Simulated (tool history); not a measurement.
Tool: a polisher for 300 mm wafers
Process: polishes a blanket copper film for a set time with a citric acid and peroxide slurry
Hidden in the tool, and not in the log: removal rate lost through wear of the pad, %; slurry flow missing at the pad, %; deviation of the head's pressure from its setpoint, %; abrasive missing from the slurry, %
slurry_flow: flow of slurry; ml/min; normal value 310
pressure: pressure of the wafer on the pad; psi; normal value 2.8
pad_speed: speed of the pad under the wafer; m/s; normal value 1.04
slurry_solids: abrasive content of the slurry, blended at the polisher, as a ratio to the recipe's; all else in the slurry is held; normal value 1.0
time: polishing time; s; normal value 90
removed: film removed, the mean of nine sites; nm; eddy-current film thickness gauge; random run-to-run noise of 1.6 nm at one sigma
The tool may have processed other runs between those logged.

run	hour	slurry_flow	pressure	pad_speed	slurry_solids	time	wafers since the last listed run	wafers polished on this pad	hours since the slurry nozzle was cleaned	hours since the head pressure was calibrated	hours since the slurry blender was calibrated	incoming thickness of the incoming film, nm	removed
1	0.0	310	2.8	1.04	1.0	90	0	1	589.4	1448.9	90.4	949.1	209.6
2	17.1	310	2.8	1.04	1.0	90	141	142	606.5	1466.0	107.5	948.8	208.5
3	33.2	310	2.1	1.04	1.0	90	133	275	622.6	1482.1	123.6	937.1	161.6
4	44.9	310	2.1	1.04	1.0	90	96	372	634.3	1493.8	135.3	959.5	163.1
5	52.3	310	2.1	1.04	1.0	90	61	434	641.7	1501.2	142.7	943.4	162.3
# hour 62.4: worn pad replaced by a new one
6	66.7	310	2.8	1.04	1.0	90	86	35	656.1	1515.6	157.1	961.6	201.8
# hour 78.8: slurry blender recalibrated
7	84.3	345	2.8	1.04	1.0	90	129	164	673.7	1533.2	5.5	951.5	216.6
# hour 94.3: slurry nozzle cleaned
8	99.3	355	2.8	1.04	1.0	90	115	280	5.0	1548.2	20.5	949.2	216.7
9	111.2	310	2.8	0.90	1.0	66	98	379	16.9	1560.1	32.4	946.5	137.9
# hour 115.5: head pressure recalibrated
# hour 120.2: worn pad replaced by a new one
10	121.0	395	2.8	1.04	1.0	90	31	6	26.7	5.5	42.2	940.5	212.6
11	137.5	205	2.8	0.90	1.0	90	136	142	43.2	22.0	58.7	939.2	177.9
12	149.2	280	2.8	1.04	0.7	90	96	239	54.9	33.7	70.4	961.7	191.0
13	157.4	310	2.8	1.04	1.0	90	67	307	63.1	41.9	78.6	949.2	207.5
14	166.8	310	3.1	0.82	1.0	90	77	385	72.5	51.3	88.0	944.4	181.4

Branching from run 14: 4 alternative next runs. What would each branch give?
A	167.2	310	2.8	1.20	1.0	90	3	388	72.9	51.7	88.4	961.9	?
B	167.2	310	2.8	1.04	1.0	82	3	388	72.9	51.7	88.4	961.9	?
C	167.2	310	2.8	1.16	0.8	90	3	388	72.9	51.7	88.4	961.9	?
D	167.2	270	2.8	1.32	1.0	90	3	388	72.9	51.7	88.4	961.9	?

run	removed
A	236.1
B	188.9
C	217.1
D	254.8
With the hidden condition removed and each run's random variation left untouched, the same runs would have given:
run	removed
A	246.1
B	197.0
C	226.1
D	265.7

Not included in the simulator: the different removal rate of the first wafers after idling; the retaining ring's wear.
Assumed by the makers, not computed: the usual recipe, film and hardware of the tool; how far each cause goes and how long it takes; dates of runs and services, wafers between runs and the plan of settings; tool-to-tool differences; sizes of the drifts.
